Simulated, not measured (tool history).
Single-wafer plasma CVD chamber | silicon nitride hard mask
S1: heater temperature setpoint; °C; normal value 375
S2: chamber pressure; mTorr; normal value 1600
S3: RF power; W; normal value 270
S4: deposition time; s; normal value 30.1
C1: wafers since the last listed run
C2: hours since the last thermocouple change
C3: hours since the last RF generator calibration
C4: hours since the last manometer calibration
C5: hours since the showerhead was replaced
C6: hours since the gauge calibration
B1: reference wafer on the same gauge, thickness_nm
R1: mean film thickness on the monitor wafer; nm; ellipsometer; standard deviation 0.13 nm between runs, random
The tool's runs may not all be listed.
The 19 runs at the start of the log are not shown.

-- hour=455.4 showerhead replaced
run 20 hour=455.9 | S1=368 S2=1600 S3=250 S4=30.1 | C1=248 C2=223.9 C3=190.1 C4=184.1 C5=0.5 C6=290.2 | B1=35.333 | R1=29.177
run 21 hour=478.3 | S1=388 S2=1260 S3=270 S4=30.1 | C1=355 C2=246.3 C3=212.5 C4=206.5 C5=22.9 C6=312.6 | B1=35.306 | R1=28.253
run 22 hour=503.0 | S1=375 S2=1600 S3=270 S4=30.1 | C1=391 C2=271.0 C3=237.2 C4=231.2 C5=47.6 C6=337.3 | B1=35.297 | R1=30.236
run 23 hour=605.2 | S1=375 S2=1600 S3=270 S4=30.1 | C1=1620 C2=373.2 C3=339.4 C4=333.4 C5=149.8 C6=439.5 | B1=35.283 | R1=30.134
run 24 hour=627.6 | S1=380 S2=1260 S3=225 S4=26.6 | C1=355 C2=395.6 C3=361.8 C4=355.8 C5=172.2 C6=461.9 | B1=35.276 | R1=22.117
run 25 hour=719.3 | S1=382 S2=1600 S3=270 S4=27.8 | C1=1454 C2=487.3 C3=453.5 C4=447.5 C5=263.9 C6=553.6 | B1=35.304 | R1=27.356
run 26 hour=735.6 | S1=375 S2=1730 S3=270 S4=24.3 | C1=258 C2=503.6 C3=469.8 C4=463.8 C5=280.2 C6=569.9 | B1=35.320 | R1=24.518
run 27 hour=768.8 | S1=375 S2=1360 S3=270 S4=28.5 | C1=526 C2=536.8 C3=503.0 C4=497.0 C5=313.4 C6=603.1 | B1=35.296 | R1=26.852
run 28 hour=785.2 | S1=375 S2=1600 S3=230 S4=30.1 | C1=260 C2=553.2 C3=519.4 C4=513.4 C5=329.8 C6=619.5 | B1=35.291 | R1=26.851
run 29 hour=818.2 | S1=375 S2=1240 S3=245 S4=30.1 | C1=523 C2=586.2 C3=552.4 C4=546.4 C5=362.8 C6=652.5 | B1=35.328 | R1=25.909
run 30 hour=832.1 | S1=375 S2=1600 S3=270 S4=26.6 | C1=220 C2=600.1 C3=566.3 C4=560.3 C5=376.7 C6=666.4 | B1=35.317 | R1=26.182

Forecast each of these 3 alternatives for the next run:
run A hour=832.5 | S1=375 S2=1600 S3=270 S4=30.1 | C1=6 C2=600.5 C3=566.7 C4=560.7 C5=377.1 C6=666.8 | B1=? | R1=?
run B hour=832.5 | S1=362 S2=1970 S3=295 S4=30.1 | C1=6 C2=600.5 C3=566.7 C4=560.7 C5=377.1 C6=666.8 | B1=? | R1=?
run C hour=832.5 | S1=375 S2=1740 S3=235 S4=30.1 | C1=6 C2=600.5 C3=566.7 C4=560.7 C5=377.1 C6=666.8 | B1=? | R1=?

run=A B1=35.309 R1=29.657
run=B B1=35.309 R1=33.317
run=C B1=35.309 R1=27.846
Had the tool no hidden state, the same runs would have come out as:
run=A R1=31.520
run=B R1=35.326
run=C R1=29.605
